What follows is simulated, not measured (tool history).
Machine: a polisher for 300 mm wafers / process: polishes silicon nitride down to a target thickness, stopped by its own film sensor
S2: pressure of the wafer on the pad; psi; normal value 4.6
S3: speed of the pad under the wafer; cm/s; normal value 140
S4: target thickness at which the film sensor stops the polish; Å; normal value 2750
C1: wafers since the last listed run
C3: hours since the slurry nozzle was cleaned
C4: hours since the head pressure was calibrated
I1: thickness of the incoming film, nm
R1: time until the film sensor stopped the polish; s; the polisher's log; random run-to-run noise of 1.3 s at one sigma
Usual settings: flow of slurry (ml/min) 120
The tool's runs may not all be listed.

run 1 hour=0.0 | flow_of_slurry_(ml/min)=100 S2=4.6 S3=164 S4=2750 | C1=0 wafers_polished_on_this_pad=373 C3=367.1 C4=322.7 | I1=496.8 | R1=61.7
run 2 hour=35.0 | flow_of_slurry_(ml/min)=130 S2=4.6 S3=140 S4=2750 | C1=405 wafers_polished_on_this_pad=778 C3=402.1 C4=357.7 | I1=496.7 | R1=65.0
run 3 hour=59.6 | flow_of_slurry_(ml/min)=100 S2=4.6 S3=140 S4=2750 | C1=284 wafers_polished_on_this_pad=1063 C3=426.7 C4=382.3 | I1=494.1 | R1=70.2
run 4 hour=109.2 | flow_of_slurry_(ml/min)=100 S2=4.6 S3=140 S4=2750 | C1=574 wafers_polished_on_this_pad=1637 C3=476.3 C4=431.9 | I1=491.0 | R1=67.7
run 5 hour=157.4 | flow_of_slurry_(ml/min)=100 S2=4.6 S3=140 S4=2750 | C1=557 wafers_polished_on_this_pad=2195 C3=524.5 C4=480.1 | I1=483.4 | R1=63.3
-- hour=222.0 worn pad replaced by a new one
run 6 hour=222.5 | flow_of_slurry_(ml/min)=145 S2=4.6 S3=140 S4=2750 | C1=707 wafers_polished_on_this_pad=5 C3=589.6 C4=545.2 | I1=489.8 | R1=61.4
-- hour=263.0 head pressure recalibrated
run 7 hour=284.8 | flow_of_slurry_(ml/min)=120 S2=4.6 S3=140 S4=3130 | C1=697 wafers_polished_on_this_pad=703 C3=651.9 C4=21.8 | I1=485.7 | R1=54.5
run 8 hour=349.1 | flow_of_slurry_(ml/min)=120 S2=4.6 S3=140 S4=3130 | C1=744 wafers_polished_on_this_pad=1447 C3=716.2 C4=86.1 | I1=496.7 | R1=55.2
run 9 hour=379.4 | flow_of_slurry_(ml/min)=120 S2=4.6 S3=140 S4=2750 | C1=350 wafers_polished_on_this_pad=1798 C3=746.5 C4=116.4 | I1=493.6 | R1=68.4
-- hour=442.2 worn pad replaced by a new one
run 10 hour=447.9 | flow_of_slurry_(ml/min)=120 S2=4.6 S3=140 S4=2750 | C1=746 wafers_polished_on_this_pad=66 C3=815.0 C4=184.9 | I1=483.6 | R1=63.3
run 11 hour=505.6 | flow_of_slurry_(ml/min)=120 S2=4.6 S3=140 S4=3310 | C1=667 wafers_polished_on_this_pad=733 C3=872.7 C4=242.6 | I1=485.8 | R1=47.2
run 12 hour=542.1 | flow_of_slurry_(ml/min)=120 S2=5.5 S3=140 S4=3210 | C1=422 wafers_polished_on_this_pad=1156 C3=909.2 C4=279.1 | I1=495.5 | R1=44.2
run 13 hour=578.2 | flow_of_slurry_(ml/min)=100 S2=3.5 S3=108 S4=2970 | C1=417 wafers_polished_on_this_pad=1574 C3=945.3 C4=315.2 | I1=493.8 | R1=100.4
-- hour=604.0 slurry nozzle cleaned
run 14 hour=645.6 | flow_of_slurry_(ml/min)=120 S2=4.6 S3=140 S4=2750 | C1=768 wafers_polished_on_this_pad=2342 C3=41.6 C4=382.6 | I1=494.8 | R1=65.2
-- hour=699.7 worn pad replaced by a new one
run 15 hour=703.6 | flow_of_slurry_(ml/min)=160 S2=3.5 S3=182 S4=3020 | C1=625 wafers_polished_on_this_pad=44 C3=99.6 C4=440.6 | I1=485.4 | R1=55.8
run 16 hour=734.6 | flow_of_slurry_(ml/min)=100 S2=6.0 S3=174 S4=2750 | C1=358 wafers_polished_on_this_pad=403 C3=130.6 C4=471.6 | I1=497.8 | R1=44.8
run 17 hour=787.2 | flow_of_slurry_(ml/min)=85 S2=4.6 S3=140 S4=2020 | C1=608 wafers_polished_on_this_pad=1012 C3=183.2 C4=524.2 | I1=487.7 | R1=89.9
run 18 hour=820.7 | flow_of_slurry_(ml/min)=120 S2=3.0 S3=106 S4=2750 | C1=387 wafers_polished_on_this_pad=1400 C3=216.7 C4=557.7 | I1=493.5 | R1=123.8
run 19 hour=849.1 | flow_of_slurry_(ml/min)=120 S2=4.6 S3=140 S4=2750 | C1=328 wafers_polished_on_this_pad=1728 C3=245.1 C4=586.1 | I1=491.6 | R1=62.6
run 20 hour=917.8 | flow_of_slurry_(ml/min)=120 S2=5.3 S3=140 S4=2280 | C1=795 wafers_polished_on_this_pad=2524 C3=313.8 C4=654.8 | I1=484.0 | R1=61.1
-- hour=926.5 worn pad replaced by a new one
-- hour=935.6 head pressure recalibrated
run 21 hour=988.7 | flow_of_slurry_(ml/min)=120 S2=4.6 S3=140 S4=2750 | C1=751 wafers_polished_on_this_pad=696 C3=384.7 C4=53.1 | I1=496.5 | R1=67.0
run 22 hour=1041.4 | flow_of_slurry_(ml/min)=120 S2=4.6 S3=140 S4=2750 | C1=609 wafers_polished_on_this_pad=1306 C3=437.4 C4=105.8 | I1=491.6 | R1=68.2
run 23 hour=1107.9 | flow_of_slurry_(ml/min)=120 S2=4.6 S3=140 S4=2010 | C1=769 wafers_polished_on_this_pad=2076 C3=503.9 C4=172.3 | I1=495.1 | R1=91.0
-- hour=1162.8 worn pad replaced by a new one
run 24 hour=1177.4 | flow_of_slurry_(ml/min)=95 S2=3.9 S3=164 S4=2420 | C1=758 wafers_polished_on_this_pad=169 C3=573.4 C4=241.8 | I1=488.9 | R1=84.0

What differs in the tool's unlogged condition from the final listed run ahead of each entry between runs to the first listed run following it?
After run 5, before run 6: worn pad replaced by a new one (hour 222.0)
  deviation of the head's pressure from its setpoint, %: 5.66 -> 7.38
  measured less the result without the state, R1: -3.6 -> -4.6 s
After run 6, before run 7: head pressure recalibrated (hour 263.0)
  deviation of the head's pressure from its setpoint, %: 7.38 -> -0.149
  measured less the result without the state, R1: -4.6 -> +0.1 s
After run 9, before run 10: worn pad replaced by a new one (hour 442.2)
  deviation of the head's pressure from its setpoint, %: 0.188 -> 0.721
  measured less the result without the state, R1: -0.1 -> -0.5 s
After run 13, before run 14: slurry nozzle cleaned (hour 604.0)
  deviation of the head's pressure from its setpoint, %: 2.4 -> 3.62
  measured less the result without the state, R1: -2.4 -> -2.4 s
After run 14, before run 15: worn pad replaced by a new one (hour 699.7)
  deviation of the head's pressure from its setpoint, %: 3.62 -> 4.85
  measured less the result without the state, R1: -2.4 -> -2.7 s
After run 20, before run 21: worn pad replaced by a new one (hour 926.5); head pressure recalibrated (hour 935.6)
  deviation of the head's pressure from its setpoint, %: 10.9 -> 1.62
  measured less the result without the state, R1: -6.7 -> -1.1 s
After run 23, before run 24: worn pad replaced by a new one (hour 1162.8)
  deviation of the head's pressure from its setpoint, %: 2.31 -> 3.05
  measured less the result without the state, R1: -2.1 -> -2.5 s

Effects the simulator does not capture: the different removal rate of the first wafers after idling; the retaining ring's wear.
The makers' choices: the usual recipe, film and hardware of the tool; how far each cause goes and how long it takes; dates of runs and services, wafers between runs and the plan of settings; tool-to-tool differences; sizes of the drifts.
